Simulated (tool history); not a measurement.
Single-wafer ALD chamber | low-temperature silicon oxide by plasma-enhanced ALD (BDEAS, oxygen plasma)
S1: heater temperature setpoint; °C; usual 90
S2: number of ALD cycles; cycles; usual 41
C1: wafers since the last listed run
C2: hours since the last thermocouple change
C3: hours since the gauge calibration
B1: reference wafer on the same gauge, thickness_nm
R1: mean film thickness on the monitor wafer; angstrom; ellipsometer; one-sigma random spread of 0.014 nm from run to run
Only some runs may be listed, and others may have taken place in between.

| run | hour | S1 | S2 | C1 | C2 | C3 | B1 | R1 |
|---|---|---|---|---|---|---|---|---|
| 1 | 0 | 90 | 41 | 0 | 437.1 | 474.3 | 5.411 | 58.11 |
| 2 | 29.1 | 90 | 41 | 149 | 466.2 | 503.4 | 5.408 | 58.01 |
| 3 | 42.1 | 90 | 43 | 66 | 479.2 | 516.4 | 5.408 | 61.13 |
| 4 | 55.8 | 90 | 43 | 70 | 492.9 | 530.1 | 5.412 | 61.24 |
| 5 | 87.9 | 90 | 46 | 165 | 525 | 562.2 | 5.409 | 65.11 |
| 6 | 101.4 | 90 | 46 | 69 | 538.5 | 575.7 | 5.414 | 65.31 |
| 7 | 151.2 | 90 | 46 | 256 | 588.3 | 625.5 | 5.411 | 65.28 |
| 8 | 176.6 | 90 | 36 | 130 | 613.7 | 650.9 | 5.406 | 51.07 |
| 9 | 210.6 | 90 | 36 | 175 | 647.7 | 684.9 | 5.412 | 51.08 |
| 10 | 228 | 90 | 41 | 89 | 665.1 | 702.3 | 5.411 | 58.18 |
| 11 | 259.6 | 90 | 41 | 162 | 696.7 | 733.9 | 5.41 | 58.09 |
|  | 274.3 | gauge calibrated |
| 12 | 276.1 | 90 | 41 | 84 | 713.2 | 1.8 | 5.411 | 58.41 |
| 13 | 290.9 | 83 | 38 | 76 | 728 | 16.6 | 5.409 | 55.37 |
| 14 | 320.8 | 83 | 38 | 153 | 757.9 | 46.5 | 5.411 | 55.18 |
| 15 | 334.8 | 78 | 41 | 72 | 771.9 | 60.5 | 5.408 | 61.05 |
| 16 | 359.2 | 78 | 41 | 125 | 796.3 | 84.9 | 5.414 | 60.99 |
|  | 377.9 | thermocouple changed; heater temperature recalibrated |
| 17 | 388.5 | 78 | 41 | 109 | 10.6 | 114.2 | 5.407 | 59.74 |
| 18 | 417.4 | 95 | 33 | 148 | 39.5 | 143.1 | 5.41 | 45.05 |
| 19 | 444.1 | 90 | 37 | 137 | 66.2 | 169.8 | 5.412 | 51.84 |
| 20 | 467.3 | 83 | 44 | 119 | 89.4 | 193 | 5.412 | 63.41 |
| 21 | 487.3 | 96 | 41 | 102 | 109.4 | 213 | 5.412 | 56.09 |
| 22 | 517.1 | 90 | 41 | 153 | 139.2 | 242.8 | 5.411 | 57.63 |
| 23 | 537.5 | 101 | 34 | 105 | 159.6 | 263.2 | 5.412 | 45.61 |
| 24 | 566.2 | 76 | 47 | 147 | 188.3 | 291.9 | 5.411 | 69.71 |
| 25 | 582.4 | 90 | 41 | 83 | 204.5 | 308.1 | 5.415 | 57.63 |
| 26 | 595.5 | 90 | 41 | 67 | 217.6 | 321.2 | 5.41 | 57.64 |
| 27 | 609.6 | 90 | 45 | 72 | 231.7 | 335.3 | 5.411 | 63.38 |
| 28 | 635.4 | 90 | 41 | 132 | 257.5 | 361.1 | 5.41 | 57.99 |
| 29 | 650.1 | 90 | 34 | 75 | 272.2 | 375.8 | 5.408 | 47.85 |
| 30 | 676.3 | 90 | 41 | 134 | 298.4 | 402 | 5.41 | 57.79 |
| 31 | 695.7 | 78 | 34 | 99 | 317.8 | 421.4 | 5.413 | 50.3 |
| 32 | 710.2 | 101 | 33 | 74 | 332.3 | 435.9 | 5.408 | 44.53 |
| 33 | 739.4 | 96 | 33 | 150 | 361.5 | 465.1 | 5.409 | 45.64 |
| 34 | 774.8 | 83 | 41 | 182 | 396.9 | 500.5 | 5.41 | 59.23 |
| 35 | 787.3 | 90 | 41 | 64 | 409.4 | 513 | 5.412 | 58.07 |

Hidden state at the last listed run before each entry between runs and at the first one after, where it differs:
After run 11, before run 12: gauge calibrated (hour 274.3)
  wafer temperature above the value expected at the setpoint (K): -5.32 -> -5.35
  difference, measured minus the result without the unlogged condition, R1: +1.2 -> +1.22 angstrom
After run 16, before run 17: thermocouple changed; heater temperature recalibrated (hour 377.9)
  wafer temperature above the value expected at the setpoint (K): -5.5 -> 0.322
  difference, measured minus the result without the unlogged condition, R1: +1.24 -> -0.07 angstrom
